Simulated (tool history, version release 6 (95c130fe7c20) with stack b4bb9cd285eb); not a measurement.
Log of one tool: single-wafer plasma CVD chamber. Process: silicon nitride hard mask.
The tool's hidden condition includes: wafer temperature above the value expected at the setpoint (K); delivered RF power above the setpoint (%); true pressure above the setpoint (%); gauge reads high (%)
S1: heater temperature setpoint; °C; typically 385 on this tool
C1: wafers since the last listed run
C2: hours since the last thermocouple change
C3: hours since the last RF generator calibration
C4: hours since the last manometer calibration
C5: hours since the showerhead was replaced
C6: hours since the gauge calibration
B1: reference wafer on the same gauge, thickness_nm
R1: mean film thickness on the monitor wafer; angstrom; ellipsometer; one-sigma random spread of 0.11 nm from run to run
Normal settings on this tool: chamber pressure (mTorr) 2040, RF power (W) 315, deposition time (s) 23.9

Run 1, hour 0.0: usual settings; C1 0; C2 591.6; C3 949.2; C4 916.7; C5 1275.7; C6 1714.2; B1 30.185. Result: R1 302.47 angstrom.
Run 2, hour 50.2: usual settings but chamber pressure (mTorr) 1650, RF power (W) 345; C1 676; C2 641.8; C3 999.4; C4 966.9; C5 1325.9; C6 1764.4; B1 30.209. Result: R1 305.30 angstrom.
Run 3, hour 103.5: usual settings but RF power (W) 270; C1 717; C2 695.1; C3 1052.7; C4 1020.2; C5 1379.2; C6 1817.7; B1 30.183. Result: R1 259.52 angstrom.
Run 4, hour 180.7: usual settings but RF power (W) 270; C1 1039; C2 772.3; C3 1129.9; C4 1097.4; C5 1456.4; C6 1894.9; B1 30.231. Result: R1 260.35 angstrom.
At hour 252.5: RF generator calibrated.
Run 5, hour 253.0: usual settings; C1 865; C2 844.6; C3 0.5; C4 1169.7; C5 1528.7; C6 1967.2; B1 30.176. Result: R1 312.24 angstrom.
Run 6, hour 330.8: usual settings but RF power (W) 265; C1 1047; C2 922.4; C3 78.3; C4 1247.5; C5 1606.5; C6 2045.0; B1 30.200. Result: R1 260.57 angstrom.
Run 7, hour 404.2: usual settings but RF power (W) 265; C1 988; C2 995.8; C3 151.7; C4 1320.9; C5 1679.9; C6 2118.4; B1 30.180. Result: R1 258.06 angstrom.
Run 8, hour 488.8: usual settings but RF power (W) 265; C1 1139; C2 1080.4; C3 236.3; C4 1405.5; C5 1764.5; C6 2203.0; B1 30.185. Result: R1 257.72 angstrom.
Run 9, hour 547.3: usual settings but chamber pressure (mTorr) 1740, deposition time (s) 26.0; C1 787; C2 1138.9; C3 294.8; C4 1464.0; C5 1823.0; C6 2261.5; B1 30.187. Result: R1 314.97 angstrom.
Run 10, hour 591.6: usual settings but chamber pressure (mTorr) 1740, deposition time (s) 26.0; C1 596; C2 1183.2; C3 339.1; C4 1508.3; C5 1867.3; C6 2305.8; B1 30.160. Result: R1 314.39 angstrom.
Run 11, hour 689.3: usual settings but chamber pressure (mTorr) 1740, deposition time (s) 26.0; C1 1315; C2 1280.9; C3 436.8; C4 1606.0; C5 1965.0; C6 2403.5; B1 30.175. Result: R1 316.04 angstrom.
At hour 738.8: gauge calibrated.
Run 12, hour 743.6: usual settings but S1 375 °C; C1 731; C2 1335.2; C3 491.1; C4 1660.3; C5 2019.3; C6 4.8; B1 30.202. Result: R1 307.84 angstrom.
Run 13, hour 843.7: usual settings but chamber pressure (mTorr) 2450, RF power (W) 280; C1 1348; C2 1435.3; C3 591.2; C4 1760.4; C5 2119.4; C6 104.9; B1 30.220. Result: R1 286.33 angstrom.
Run 14, hour 892.9: usual settings but RF power (W) 365; C1 662; C2 1484.5; C3 640.4; C4 1809.6; C5 2168.6; C6 154.1; B1 30.186. Result: R1 346.97 angstrom.
Run 15, hour 973.6: usual settings but deposition time (s) 22.0; C1 1086; C2 1565.2; C3 721.1; C4 1890.3; C5 2249.3; C6 234.8; B1 30.193. Result: R1 281.17 angstrom.
Run 16, hour 1010.5: usual settings but S1 390 °C, chamber pressure (mTorr) 2310, RF power (W) 280; C1 496; C2 1602.1; C3 758.0; C4 1927.2; C5 2286.2; C6 271.7; B1 30.232. Result: R1 283.00 angstrom.
At hour 1053.8: capacitance manometer re-zeroed and calibrated.
Run 17, hour 1116.4: usual settings but deposition time (s) 27.4; C1 1318; C2 1708.0; C3 863.9; C4 62.6; C5 2392.1; C6 377.6; B1 30.159. Result: R1 349.11 angstrom.
Run 18, hour 1183.9: usual settings but RF power (W) 300, deposition time (s) 25.9; C1 909; C2 1775.5; C3 931.4; C4 130.1; C5 2459.6; C6 445.1; B1 30.172. Result: R1 314.24 angstrom.
Run 19, hour 1246.0: usual settings but chamber pressure (mTorr) 1740, deposition time (s) 26.0; C1 836; C2 1837.6; C3 993.5; C4 192.2; C5 2521.7; C6 507.2; B1 30.159. Result: R1 312.87 angstrom.
Run 20, hour 1348.2: usual settings but deposition time (s) 25.8; C1 1376; C2 1939.8; C3 1095.7; C4 294.4; C5 2623.9; C6 609.4; B1 30.182. Result: R1 330.58 angstrom.
At hour 1408.0: RF generator calibrated.
At hour 1416.2: thermocouple changed; heater temperature recalibrated.
Run 21, hour 1435.2: usual settings but S1 394 °C; C1 956; C2 19.0; C3 27.2; C4 381.4; C5 2710.9; C6 696.4; B1 30.176. Result: R1 312.20 angstrom.
Run 22, hour 1517.2: usual settings but chamber pressure (mTorr) 2420, RF power (W) 370; C1 1104; C2 101.0; C3 109.2; C4 463.4; C5 2792.9; C6 778.4; B1 30.208. Result: R1 376.56 angstrom.
Run 23, hour 1587.9: usual settings; C1 952; C2 171.7; C3 179.9; C4 534.1; C5 2863.6; C6 849.1; B1 30.201. Result: R1 309.22 angstrom.
At hour 1626.2: showerhead replaced.
Run 24, hour 1687.4: usual settings but chamber pressure (mTorr) 2300, RF power (W) 285; C1 1232; C2 271.2; C3 279.4; C4 633.6; C5 61.2; C6 948.6; B1 30.148. Result: R1 290.34 angstrom.
Run 25, hour 2002.5: usual settings; C1 4243; C2 586.3; C3 594.5; C4 948.7; C5 376.3; C6 1263.7; B1 30.247. Result: R1 305.46 angstrom.
Run 26, hour 2086.7: usual settings but S1 379 °C, chamber pressure (mTorr) 1610, RF power (W) 375, deposition time (s) 20.5; C1 1133; C2 670.5; C3 678.7; C4 1032.9; C5 460.5; C6 1347.9; B1 30.142. Result: R1 282.26 angstrom.
Run 27, hour 2160.5: usual settings but S1 394 °C, chamber pressure (mTorr) 1860; C1 993; C2 744.3; C3 752.5; C4 1106.7; C5 534.3; C6 1421.7; B1 30.226. Result: R1 293.76 angstrom.
Run 28, hour 2248.2: usual settings but S1 396 °C, chamber pressure (mTorr) 1810, RF power (W) 275; C1 1181; C2 832.0; C3 840.2; C4 1194.4; C5 622.0; C6 1509.4; B1 30.243. Result: R1 253.42 angstrom.
Run 29, hour 2304.8: usual settings but S1 380 °C, chamber pressure (mTorr) 2220; C1 762; C2 888.6; C3 896.8; C4 1251.0; C5 678.6; C6 1566.0; B1 30.181. Result: R1 313.12 angstrom.

For each run, what was the tool's unlogged condition?
wafer temperature above the value expected at the setpoint (K): 0 across all the runs
true pressure above the setpoint (%): 0 across all the runs
gauge reads high (%): 0 across all the runs
H1: delivered RF power above the setpoint (%)
run      H1
  1   -2.87
  2   -2.89
  3   -2.92
  4   -2.94
  5  -0.157
  6  -0.621
  7  -0.978
  8   -1.31
  9    -1.5
 10   -1.62
 11   -1.85
 12   -1.95
 13    -2.1
 14   -2.16
 15   -2.25
 16   -2.28
 17   -2.36
 18    -2.4
 19   -2.42
 20   -2.46
 21   -0.25
 22  -0.702
 23   -1.02
 24   -1.37
 25   -2.03
 26   -2.13
 27    -2.2
 28   -2.26
 29    -2.3
